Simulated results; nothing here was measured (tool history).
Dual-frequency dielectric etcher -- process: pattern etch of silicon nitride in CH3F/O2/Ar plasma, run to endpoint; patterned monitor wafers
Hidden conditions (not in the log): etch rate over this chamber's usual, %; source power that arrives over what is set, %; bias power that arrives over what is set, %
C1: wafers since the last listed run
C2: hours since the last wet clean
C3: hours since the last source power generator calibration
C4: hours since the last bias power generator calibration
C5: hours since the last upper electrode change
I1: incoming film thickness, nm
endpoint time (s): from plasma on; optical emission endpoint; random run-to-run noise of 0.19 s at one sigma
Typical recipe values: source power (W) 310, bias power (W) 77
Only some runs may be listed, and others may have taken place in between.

run 1 hour=0 | source_power_(W)=310 bias_power_(W)=77 | C1=0 C2=472.3 C3=1378.6 C4=2387.4 C5=2547.4 | I1=28.25 | endpoint_time_(s)=47.1
run 2 hour=54.2 | source_power_(W)=310 bias_power_(W)=77 | C1=626 C2=526.5 C3=1432.8 C4=2441.6 C5=2601.6 | I1=28.27 | endpoint_time_(s)=47.3
-- hour=149.3 wet clean of the chamber
run 3 hour=253.7 | source_power_(W)=310 bias_power_(W)=77 | C1=2029 C2=104.4 C3=1632.3 C4=2641.1 C5=2801.1 | I1=28.04 | endpoint_time_(s)=47.2
run 4 hour=347.7 | source_power_(W)=310 bias_power_(W)=77 | C1=1086 C2=198.4 C3=1726.3 C4=2735.1 C5=2895.1 | I1=28.22 | endpoint_time_(s)=47.1
run 5 hour=417.4 | source_power_(W)=310 bias_power_(W)=77 | C1=805 C2=268.1 C3=1796 C4=2804.8 C5=2964.8 | I1=28.12 | endpoint_time_(s)=46.9
-- hour=574.9 upper electrode replaced
-- hour=579.9 source power generator calibrated
-- hour=618.6 bias power generator calibrated
-- hour=724.8 wet clean of the chamber
run 6 hour=725.3 | source_power_(W)=310 bias_power_(W)=77 | C1=2912 C2=0.5 C3=145.4 C4=106.7 C5=150.4 | I1=28.67 | endpoint_time_(s)=47.6
run 7 hour=763 | source_power_(W)=310 bias_power_(W)=77 | C1=435 C2=38.2 C3=183.1 C4=144.4 C5=188.1 | I1=28.25 | endpoint_time_(s)=47.1
run 8 hour=859 | source_power_(W)=310 bias_power_(W)=77 | C1=1110 C2=134.2 C3=279.1 C4=240.4 C5=284.1 | I1=28.26 | endpoint_time_(s)=47.1
run 9 hour=964 | source_power_(W)=270 bias_power_(W)=77 | C1=1214 C2=239.2 C3=384.1 C4=345.4 C5=389.1 | I1=28.44 | endpoint_time_(s)=50.1
run 10 hour=1026.9 | source_power_(W)=360 bias_power_(W)=63 | C1=727 C2=302.1 C3=447 C4=408.3 C5=452 | I1=28.17 | endpoint_time_(s)=47
run 11 hour=1111.9 | source_power_(W)=310 bias_power_(W)=77 | C1=982 C2=387.1 C3=532 C4=493.3 C5=537 | I1=28.14 | endpoint_time_(s)=47.3
run 12 hour=1154.2 | source_power_(W)=290 bias_power_(W)=77 | C1=489 C2=429.4 C3=574.3 C4=535.6 C5=579.3 | I1=28.14 | endpoint_time_(s)=48.2
run 13 hour=1196.2 | source_power_(W)=280 bias_power_(W)=67 | C1=485 C2=471.4 C3=616.3 C4=577.6 C5=621.3 | I1=28.45 | endpoint_time_(s)=51.2
-- hour=1302.1 wet clean of the chamber
run 14 hour=1302.6 | source_power_(W)=250 bias_power_(W)=89 | C1=952 C2=0.5 C3=722.7 C4=684 C5=727.7 | I1=28.09 | endpoint_time_(s)=48.6
run 15 hour=1432.5 | source_power_(W)=310 bias_power_(W)=77 | C1=1502 C2=130.4 C3=852.6 C4=813.9 C5=857.6 | I1=27.88 | endpoint_time_(s)=46.5
run 16 hour=1487.2 | source_power_(W)=310 bias_power_(W)=77 | C1=632 C2=185.1 C3=907.3 C4=868.6 C5=912.3 | I1=27.98 | endpoint_time_(s)=46.7

Below are 4 alternative next runs, each starting from the tool's condition after run 16. Predict each:
run A hour=1487.6 | source_power_(W)=230 bias_power_(W)=77 | C1=4 C2=185.5 C3=907.7 C4=869 C5=912.7 | I1=27.86 | endpoint_time_(s)=?
run B hour=1487.6 | source_power_(W)=260 bias_power_(W)=93 | C1=4 C2=185.5 C3=907.7 C4=869 C5=912.7 | I1=27.86 | endpoint_time_(s)=?
run C hour=1487.6 | source_power_(W)=340 bias_power_(W)=88 | C1=4 C2=185.5 C3=907.7 C4=869 C5=912.7 | I1=27.86 | endpoint_time_(s)=?
run D hour=1487.6 | source_power_(W)=230 bias_power_(W)=91 | C1=4 C2=185.5 C3=907.7 C4=869 C5=912.7 | I1=27.86 | endpoint_time_(s)=?

run=A endpoint_time_(s)=51.7
run=B endpoint_time_(s)=47.1
run=C endpoint_time_(s)=43.7
run=D endpoint_time_(s)=49.4
What these runs would have given with no unlogged condition in the tool:
run=A endpoint_time_(s)=51.7
run=B endpoint_time_(s)=47.1
run=C endpoint_time_(s)=43.7
run=D endpoint_time_(s)=49.4

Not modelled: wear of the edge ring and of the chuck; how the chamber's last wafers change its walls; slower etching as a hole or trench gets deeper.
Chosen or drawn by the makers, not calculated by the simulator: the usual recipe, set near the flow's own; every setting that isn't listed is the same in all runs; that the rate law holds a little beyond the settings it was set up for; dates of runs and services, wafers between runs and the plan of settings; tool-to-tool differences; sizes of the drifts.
